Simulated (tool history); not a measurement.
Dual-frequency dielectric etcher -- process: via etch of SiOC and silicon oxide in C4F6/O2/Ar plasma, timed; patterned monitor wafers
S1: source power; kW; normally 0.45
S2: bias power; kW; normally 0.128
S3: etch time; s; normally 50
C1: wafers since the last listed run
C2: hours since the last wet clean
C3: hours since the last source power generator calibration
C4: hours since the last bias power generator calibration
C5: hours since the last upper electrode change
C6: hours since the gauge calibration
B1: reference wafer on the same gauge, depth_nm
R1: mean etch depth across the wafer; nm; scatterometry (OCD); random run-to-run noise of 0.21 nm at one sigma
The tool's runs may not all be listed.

run 1 hour=0 | S1=0.45 S2=0.15 S3=50 | C1=0 C2=309.2 C3=1724.2 C4=2385.9 C5=3786.5 C6=1674.3 | B1=55.1 | R1=55.6
run 2 hour=91.4 | S1=0.45 S2=0.15 S3=50 | C1=1066 C2=400.6 C3=1815.6 C4=2477.3 C5=3877.9 C6=1765.7 | B1=55.1 | R1=55.3
run 3 hour=157.7 | S1=0.45 S2=0.128 S3=50 | C1=773 C2=466.9 C3=1881.9 C4=2543.6 C5=3944.2 C6=1832 | B1=55.1 | R1=51.6
run 4 hour=218 | S1=0.45 S2=0.128 S3=50 | C1=703 C2=527.2 C3=1942.2 C4=2603.9 C5=4004.5 C6=1892.3 | B1=55.1 | R1=51.4
-- hour=277.9 wet clean of the chamber
run 5 hour=293.1 | S1=0.45 S2=0.128 S3=50 | C1=596 C2=15.2 C3=2017.3 C4=2679 C5=4079.6 C6=1967.4 | B1=55.1 | R1=53.4
run 6 hour=374.4 | S1=0.45 S2=0.128 S3=50 | C1=948 C2=96.5 C3=2098.6 C4=2760.3 C5=4160.9 C6=2048.7 | B1=55 | R1=53.5
run 7 hour=472.2 | S1=0.45 S2=0.128 S3=50 | C1=1141 C2=194.3 C3=2196.4 C4=2858.1 C5=4258.7 C6=2146.5 | B1=55.1 | R1=52.8
run 8 hour=561.3 | S1=0.45 S2=0.128 S3=50 | C1=1040 C2=283.4 C3=2285.5 C4=2947.2 C5=4347.8 C6=2235.6 | B1=55 | R1=52.5
run 9 hour=605.4 | S1=0.45 S2=0.128 S3=50 | C1=514 C2=327.5 C3=2329.6 C4=2991.3 C5=4391.9 C6=2279.7 | B1=55.1 | R1=52.2
run 10 hour=687.8 | S1=0.45 S2=0.128 S3=50 | C1=961 C2=409.9 C3=2412 C4=3073.7 C5=4474.3 C6=2362.1 | B1=55 | R1=52.3
run 11 hour=751.4 | S1=0.45 S2=0.128 S3=50 | C1=742 C2=473.5 C3=2475.6 C4=3137.3 C5=4537.9 C6=2425.7 | B1=55 | R1=52
-- hour=797.8 wet clean of the chamber
run 12 hour=850 | S1=0.45 S2=0.128 S3=50 | C1=870 C2=52.2 C3=2574.2 C4=3235.9 C5=4636.5 C6=2524.3 | B1=55.2 | R1=53.3
-- hour=935.5 bias power generator calibrated
run 13 hour=936 | S1=0.45 S2=0.128 S3=50 | C1=957 C2=138.2 C3=2660.2 C4=0.5 C5=4722.5 C6=2610.3 | B1=55.2 | R1=53.1
run 14 hour=1024.8 | S1=0.45 S2=0.128 S3=50 | C1=1036 C2=227 C3=2749 C4=89.3 C5=4811.3 C6=2699.1 | B1=55.1 | R1=53
-- hour=1108.7 source power generator calibrated
-- hour=1216.2 gauge calibrated
run 15 hour=1240.1 | S1=0.45 S2=0.128 S3=50 | C1=2466 C2=442.3 C3=131.4 C4=304.6 C5=5026.6 C6=23.9 | B1=55.1 | R1=50.8
run 16 hour=1342.7 | S1=0.5 S2=0.128 S3=50 | C1=1197 C2=544.9 C3=234 C4=407.2 C5=5129.2 C6=126.5 | B1=55.1 | R1=53.3
run 17 hour=1404.9 | S1=0.48 S2=0.128 S3=57 | C1=726 C2=607.1 C3=296.2 C4=469.4 C5=5191.4 C6=188.7 | B1=55 | R1=59.6
-- hour=1437.5 wet clean of the chamber
run 18 hour=1512.3 | S1=0.45 S2=0.128 S3=50 | C1=973 C2=74.8 C3=403.6 C4=576.8 C5=5298.8 C6=296.1 | B1=55 | R1=52.5
run 19 hour=1792.8 | S1=0.45 S2=0.128 S3=50 | C1=3274 C2=355.3 C3=684.1 C4=857.3 C5=5579.3 C6=576.6 | B1=55.1 | R1=51.4
run 20 hour=1835 | S1=0.45 S2=0.112 S3=50 | C1=492 C2=397.5 C3=726.3 C4=899.5 C5=5621.5 C6=618.8 | B1=55 | R1=48.1
-- hour=1932.4 upper electrode replaced
run 21 hour=1936.2 | S1=0.45 S2=0.128 S3=50 | C1=901 C2=498.7 C3=827.5 C4=1000.7 C5=3.8 C6=720 | B1=55.1 | R1=50.9
-- hour=2023.6 wet clean of the chamber
run 22 hour=2043.8 | S1=0.52 S2=0.146 S3=50 | C1=975 C2=20.2 C3=935.1 C4=1108.3 C5=111.4 C6=827.6 | B1=55.1 | R1=59.2
run 23 hour=2183.8 | S1=0.54 S2=0.128 S3=59.5 | C1=1634 C2=160.2 C3=1075.1 C4=1248.3 C5=251.4 C6=967.6 | B1=55 | R1=67.2
run 24 hour=2264.9 | S1=0.45 S2=0.145 S3=57.5 | C1=946 C2=241.3 C3=1156.2 C4=1329.4 C5=332.5 C6=1048.7 | B1=55.1 | R1=62.8
run 25 hour=2362.8 | S1=0.45 S2=0.107 S3=44.5 | C1=1142 C2=339.2 C3=1254.1 C4=1427.3 C5=430.4 C6=1146.6 | B1=55.1 | R1=41.5
run 26 hour=2470.7 | S1=0.4 S2=0.128 S3=50 | C1=1259 C2=447.1 C3=1362 C4=1535.2 C5=538.3 C6=1254.5 | B1=55 | R1=48.1
run 27 hour=2557.1 | S1=0.41 S2=0.128 S3=50 | C1=1008 C2=533.5 C3=1448.4 C4=1621.6 C5=624.7 C6=1340.9 | B1=55.1 | R1=48.3
-- hour=2638.2 wet clean of the chamber
run 28 hour=2638.7 | S1=0.52 S2=0.128 S3=60 | C1=672 C2=0.5 C3=1530 C4=1703.2 C5=706.3 C6=1422.5 | B1=55.2 | R1=67.5
run 29 hour=2691.2 | S1=0.45 S2=0.097 S3=50 | C1=612 C2=53 C3=1582.5 C4=1755.7 C5=758.8 C6=1475 | B1=55.1 | R1=46

Below are 3 alternative next runs, each starting from the tool's condition after run 29. Predict each:
run A hour=2691.6 | S1=0.45 S2=0.128 S3=50 | C1=4 C2=53.4 C3=1582.9 C4=1756.1 C5=759.2 C6=1475.4 | B1=? | R1=?
run B hour=2691.6 | S1=0.51 S2=0.14 S3=62 | C1=4 C2=53.4 C3=1582.9 C4=1756.1 C5=759.2 C6=1475.4 | B1=? | R1=?
run C hour=2691.6 | S1=0.5 S2=0.128 S3=58 | C1=4 C2=53.4 C3=1582.9 C4=1756.1 C5=759.2 C6=1475.4 | B1=? | R1=?

run=A B1=55 R1=52.3
run=B B1=55 R1=71.5
run=C B1=55 R1=63.6
Without the tool's unlogged condition, the same runs would have read:
run=A R1=52.4
run=B R1=71.7
run=C R1=63.7

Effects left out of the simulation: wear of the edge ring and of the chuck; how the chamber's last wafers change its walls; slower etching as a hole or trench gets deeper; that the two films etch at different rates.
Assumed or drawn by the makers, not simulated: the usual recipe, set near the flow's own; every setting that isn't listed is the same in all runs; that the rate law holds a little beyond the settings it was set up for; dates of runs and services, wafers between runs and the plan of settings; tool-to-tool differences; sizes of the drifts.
